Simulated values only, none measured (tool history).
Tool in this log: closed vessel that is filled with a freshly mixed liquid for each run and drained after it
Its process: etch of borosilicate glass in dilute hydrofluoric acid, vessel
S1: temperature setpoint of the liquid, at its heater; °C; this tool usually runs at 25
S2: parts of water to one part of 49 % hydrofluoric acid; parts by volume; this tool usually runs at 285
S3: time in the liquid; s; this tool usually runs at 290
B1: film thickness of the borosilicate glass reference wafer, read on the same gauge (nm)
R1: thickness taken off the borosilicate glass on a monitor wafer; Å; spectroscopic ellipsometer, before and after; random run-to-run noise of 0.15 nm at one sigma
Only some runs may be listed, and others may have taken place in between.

Run 1, hour 0: usual settings; B1 140. Result: R1 212.9 Å.
Run 2, hour 42.7: usual settings but S1 27.5 °C; B1 140.05. Result: R1 232.9 Å.
Run 3, hour 116.4: usual settings; B1 139.96. Result: R1 212.3 Å.
Run 4, hour 209.4: usual settings but S1 28 °C; B1 140.01. Result: R1 237 Å.
At hour 406.1: gauge calibrated.
Run 5, hour 421.9: usual settings but S1 28 °C; B1 139.98. Result: R1 235.1 Å.
Run 6, hour 514.2: usual settings but S1 28 °C; B1 139.99. Result: R1 236.6 Å.
Run 7, hour 569.6: usual settings; B1 140. Result: R1 210.4 Å.
Run 8, hour 619.5: usual settings; B1 140.02. Result: R1 210.5 Å.
At hour 679.7: thermometer replaced.
Run 9, hour 686.4: usual settings; B1 140.01. Result: R1 205.4 Å.
Run 10, hour 742.4: usual settings; B1 139.97. Result: R1 206.1 Å.
Run 11, hour 847.9: usual settings; B1 140.01. Result: R1 204.4 Å.
Run 12, hour 928.3: usual settings; B1 140. Result: R1 205.9 Å.
Run 13, hour 966.7: usual settings but S1 23.5 °C, S2 240 parts by volume; B1 139.99. Result: R1 240.2 Å.
Run 14, hour 1040.5: usual settings but S3 215 s; B1 139.97. Result: R1 151 Å.
Run 15, hour 1124.8: usual settings but S1 29.5 °C, S2 380 parts by volume, S3 190 s; B1 139.97. Result: R1 106.8 Å.
At hour 1184.5: hydrofluoric acid flow meter replaced.
Run 16, hour 1202.9: usual settings but S1 23.5 °C, S2 160 parts by volume, S3 120 s; B1 139.97. Result: R1 159.3 Å.
Run 17, hour 1239.4: usual settings but S1 22.5 °C, S2 185 parts by volume, S3 460 s; B1 140.01. Result: R1 500 Å.
Run 18, hour 1330.8: usual settings but S1 27 °C, S2 385 parts by volume; B1 139.98. Result: R1 146.4 Å.
At hour 1446.1: thermometer replaced, repeated, since the last time left the tool worse.
Run 19, hour 1465.9: usual settings but S2 170 parts by volume, S3 235 s; B1 140. Result: R1 338.7 Å.
Run 20, hour 1544.1: usual settings but S1 28 °C, S2 425 parts by volume; B1 139.99. Result: R1 140.6 Å.
Run 21, hour 1583.5: usual settings but S1 29 °C; B1 140. Result: R1 249.1 Å.

Run 22 comes next. What will it give?
Run 22, hour 1687.9: usual settings but S1 22 °C, S2 175 parts by volume; B1 ?. Result: R1 ?.

{"run 22": {"B1": 139.97, "R1": 357.1}}
Were there no unlogged condition in the tool, this run, its random variation unchanged, would have produced R1 358.7 Å.
